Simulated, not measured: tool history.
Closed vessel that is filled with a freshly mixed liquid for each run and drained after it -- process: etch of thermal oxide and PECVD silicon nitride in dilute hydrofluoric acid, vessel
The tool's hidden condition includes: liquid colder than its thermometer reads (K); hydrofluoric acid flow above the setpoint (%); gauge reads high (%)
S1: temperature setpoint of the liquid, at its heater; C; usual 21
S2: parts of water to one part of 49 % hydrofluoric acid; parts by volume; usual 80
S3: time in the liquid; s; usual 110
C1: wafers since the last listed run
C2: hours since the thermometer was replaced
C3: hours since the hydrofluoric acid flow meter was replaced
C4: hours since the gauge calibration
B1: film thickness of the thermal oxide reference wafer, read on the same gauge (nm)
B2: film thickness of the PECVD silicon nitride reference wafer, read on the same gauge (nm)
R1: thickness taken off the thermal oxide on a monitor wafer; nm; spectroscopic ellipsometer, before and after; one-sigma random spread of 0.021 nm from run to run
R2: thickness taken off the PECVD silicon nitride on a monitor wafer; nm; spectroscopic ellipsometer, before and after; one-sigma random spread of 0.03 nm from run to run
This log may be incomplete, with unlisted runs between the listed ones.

{"run": 1, "hour": 0.0, "S1": 25, "S2": 105, "S3": 110, "C1": 0, "C2": 583.1, "C3": 1432.2, "C4": 30.1, "B1": 40.01, "B2": 79.992, "R1": 4.87, "R2": 3.214}
{"run": 2, "hour": 12.6, "S1": 25, "S2": 105, "S3": 110, "C1": 949, "C2": 595.7, "C3": 1444.8, "C4": 42.7, "B1": 40.01, "B2": 80.028, "R1": 4.87, "R2": 3.139}
{"run": 3, "hour": 22.5, "S1": 25, "S2": 105, "S3": 110, "C1": 745, "C2": 605.6, "C3": 1454.7, "C4": 52.6, "B1": 40.01, "B2": 79.984, "R1": 4.86, "R2": 3.194}
{"run": 4, "hour": 28.8, "S1": 21, "S2": 80, "S3": 110, "C1": 474, "C2": 611.9, "C3": 1461, "C4": 58.9, "B1": 40.01, "B2": 79.997, "R1": 5.57, "R2": 3.118}
{"run": 5, "hour": 38.4, "S1": 21, "S2": 80, "S3": 110, "C1": 723, "C2": 621.5, "C3": 1470.6, "C4": 68.5, "B1": 39.99, "B2": 80.019, "R1": 5.55, "R2": 3.137}
{"run": 6, "hour": 50.2, "S1": 21, "S2": 80, "S3": 110, "C1": 889, "C2": 633.3, "C3": 1482.4, "C4": 80.3, "B1": 40.02, "B2": 80.013, "R1": 5.54, "R2": 3.16}
{"run": 7, "hour": 64.3, "S1": 19.5, "S2": 80, "S3": 110, "C1": 1062, "C2": 647.4, "C3": 1496.5, "C4": 94.4, "B1": 39.98, "B2": 80.005, "R1": 5.22, "R2": 2.823}
{"run": 8, "hour": 117.1, "S1": 21, "S2": 90, "S3": 110, "C1": 3978, "C2": 700.2, "C3": 1549.3, "C4": 147.2, "B1": 39.98, "B2": 80.018, "R1": 4.85, "R2": 2.732}
{"hour": 120.4, "done": "hydrofluoric acid flow meter replaced"}
{"run": 9, "hour": 125.4, "S1": 21, "S2": 90, "S3": 110, "C1": 550, "C2": 708.5, "C3": 5, "C4": 155.5, "B1": 40, "B2": 79.992, "R1": 4.33, "R2": 2.489}
{"run": 10, "hour": 134.5, "S1": 21, "S2": 80, "S3": 110, "C1": 685, "C2": 717.6, "C3": 14.1, "C4": 164.6, "B1": 40.01, "B2": 79.995, "R1": 4.93, "R2": 2.774}
{"run": 11, "hour": 148.3, "S1": 25, "S2": 90, "S3": 155, "C1": 1039, "C2": 731.4, "C3": 27.9, "C4": 178.4, "B1": 40, "B2": 80.009, "R1": 7.2, "R2": 4.596}
{"run": 12, "hour": 160.0, "S1": 24.5, "S2": 55, "S3": 155, "C1": 881, "C2": 743.1, "C3": 39.6, "C4": 190.1, "B1": 40.01, "B2": 79.989, "R1": 11.99, "R2": 7.25}
{"run": 13, "hour": 172.4, "S1": 25.5, "S2": 55, "S3": 175, "C1": 934, "C2": 755.5, "C3": 52, "C4": 202.5, "B1": 39.99, "B2": 79.988, "R1": 14.09, "R2": 8.726}

Run 14, settings as shown, results not yet in. Your forecast:
{"hour": 184.4, "done": "thermometer replaced"}
{"run": 14, "hour": 184.9, "S1": 21, "S2": 80, "S3": 75, "C1": 866, "C2": 0.5, "C3": 64.5, "C4": 215, "B1": "?", "B2": "?", "R1": "?", "R2": "?"}

{"run 14": {"B1": 40.01, "B2": 80.007, "R1": 3.81, "R2": 2.312}}
The same run, on a tool lacking any hidden state, would have yielded R1 3.79 nm, R2 2.315 nm.
